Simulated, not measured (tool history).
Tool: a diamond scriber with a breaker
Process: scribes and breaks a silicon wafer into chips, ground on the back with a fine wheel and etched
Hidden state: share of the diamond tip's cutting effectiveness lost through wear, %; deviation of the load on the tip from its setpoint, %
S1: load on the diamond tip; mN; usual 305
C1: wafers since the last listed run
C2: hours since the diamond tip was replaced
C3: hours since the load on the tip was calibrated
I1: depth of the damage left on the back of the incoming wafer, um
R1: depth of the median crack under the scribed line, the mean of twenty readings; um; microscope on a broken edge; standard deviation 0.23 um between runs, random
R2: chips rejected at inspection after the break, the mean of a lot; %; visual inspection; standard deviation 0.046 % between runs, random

Run 1, day 0.000: usual settings but S1 333 mN; C1 0; C2 774.6; C3 548.4; I1 0.43. Result: R1 14.80 um, R2 5.69 %.
Run 2, day 1.408: usual settings but S1 333 mN; C1 247; C2 808.4; C3 582.2; I1 0.75. Result: R1 15.04 um, R2 5.49 %.
Run 3, day 2.671: usual settings but S1 264 mN; C1 221; C2 838.7; C3 612.5; I1 0.66. Result: R1 12.56 um, R2 5.95 %.
Run 4, day 3.792: usual settings but S1 264 mN; C1 197; C2 865.6; C3 639.4; I1 0.59. Result: R1 12.22 um, R2 6.60 %.
Run 5, day 5.117: usual settings but S1 264 mN; C1 232; C2 897.4; C3 671.2; I1 0.50. Result: R1 12.03 um, R2 7.30 %.
Run 6, day 6.546: usual settings; C1 251; C2 931.7; C3 705.5; I1 0.45. Result: R1 14.00 um, R2 1.30 %.
Run 7, day 7.167: usual settings; C1 109; C2 946.6; C3 720.4; I1 0.69. Result: R1 13.59 um, R2 1.35 %.
Run 8, day 8.100: usual settings but S1 255 mN; C1 164; C2 969.0; C3 742.8; I1 0.67. Result: R1 11.38 um, R2 11.96 %.
Run 9, day 9.588: usual settings but S1 255 mN; C1 261; C2 1004.7; C3 778.5; I1 0.47. Result: R1 11.42 um, R2 13.37 %.
At day 9.838: load on the tip recalibrated.
Run 10, day 10.288: usual settings but S1 237 mN; C1 108; C2 1021.5; C3 10.8; I1 0.75. Result: R1 9.33 um, R2 41.94 %.
At day 10.933: diamond tip replaced by a new one.
Run 11, day 13.321: usual settings but S1 237 mN; C1 518; C2 57.3; C3 83.6; I1 0.69. Result: R1 11.35 um, R2 14.21 %.
Run 12, day 14.062: usual settings but S1 254 mN; C1 130; C2 75.1; C3 101.4; I1 0.46. Result: R1 12.23 um, R2 6.29 %.
Run 13, day 14.700: usual settings but S1 396 mN; C1 112; C2 90.4; C3 116.7; I1 0.59. Result: R1 18.33 um, R2 26.75 %.
Run 14, day 15.738: usual settings but S1 338 mN; C1 182; C2 115.3; C3 141.6; I1 0.64. Result: R1 16.03 um, R2 9.34 %.
Run 15, day 16.779: usual settings but S1 341 mN; C1 183; C2 140.3; C3 166.6; I1 0.48. Result: R1 16.34 um, R2 10.86 %.
Run 16, day 17.879: usual settings but S1 269 mN; C1 193; C2 166.7; C3 193.0; I1 0.43. Result: R1 12.81 um, R2 2.14 %.
Run 17, day 19.204: usual settings but S1 354 mN; C1 232; C2 198.5; C3 224.8; I1 0.33. Result: R1 16.95 um, R2 16.02 %.
Run 18, day 19.817: usual settings; C1 107; C2 213.2; C3 239.5; I1 0.42. Result: R1 15.12 um, R2 3.68 %.
Run 19, day 20.762: usual settings; C1 166; C2 235.9; C3 262.2; I1 0.60. Result: R1 15.17 um, R2 3.82 %.
Run 20, day 22.062: usual settings but S1 264 mN; C1 228; C2 267.1; C3 293.4; I1 0.35. Result: R1 12.88 um, R2 2.21 %.
Run 21, day 23.404: usual settings but S1 362 mN; C1 235; C2 299.3; C3 325.6; I1 0.46. Result: R1 17.25 um, R2 19.48 %.
Run 22, day 26.238: usual settings but S1 372 mN; C1 498; C2 367.3; C3 393.6; I1 0.74. Result: R1 17.96 um, R2 23.06 %.
Run 23, day 27.629: usual settings; C1 244; C2 400.7; C3 427.0; I1 0.57. Result: R1 14.69 um, R2 4.14 %.

Each row is a separate what-if for the run after 23, all from the same tool condition, not one after another. Results?
Run A, day 27.650: usual settings; C1 3; C2 401.2; C3 427.5; I1 0.57. Result: R1 ?, R2 ?.
Run B, day 27.650: usual settings but S1 394 mN; C1 3; C2 401.2; C3 427.5; I1 0.57. Result: R1 ?, R2 ?.
Run C, day 27.650: usual settings but S1 236 mN; C1 3; C2 401.2; C3 427.5; I1 0.57. Result: R1 ?, R2 ?.
Run D, day 27.650: usual settings but S1 360 mN; C1 3; C2 401.2; C3 427.5; I1 0.57. Result: R1 ?, R2 ?.
Run E, day 27.650: usual settings but S1 277 mN; C1 3; C2 401.2; C3 427.5; I1 0.57. Result: R1 ?, R2 ?.

run     R1     R2
  A  14.85   4.33
  B  18.56  32.35
  C  11.62  10.08
  D  17.19  20.41
  E  13.58   1.30
With the hidden condition removed and each run's random variation left untouched, the same runs would have given:
run     R1     R2
  A  13.57   1.30
  B  16.96  18.51
  C  10.62  21.76
  D  15.71   9.11
  E  12.42   4.27
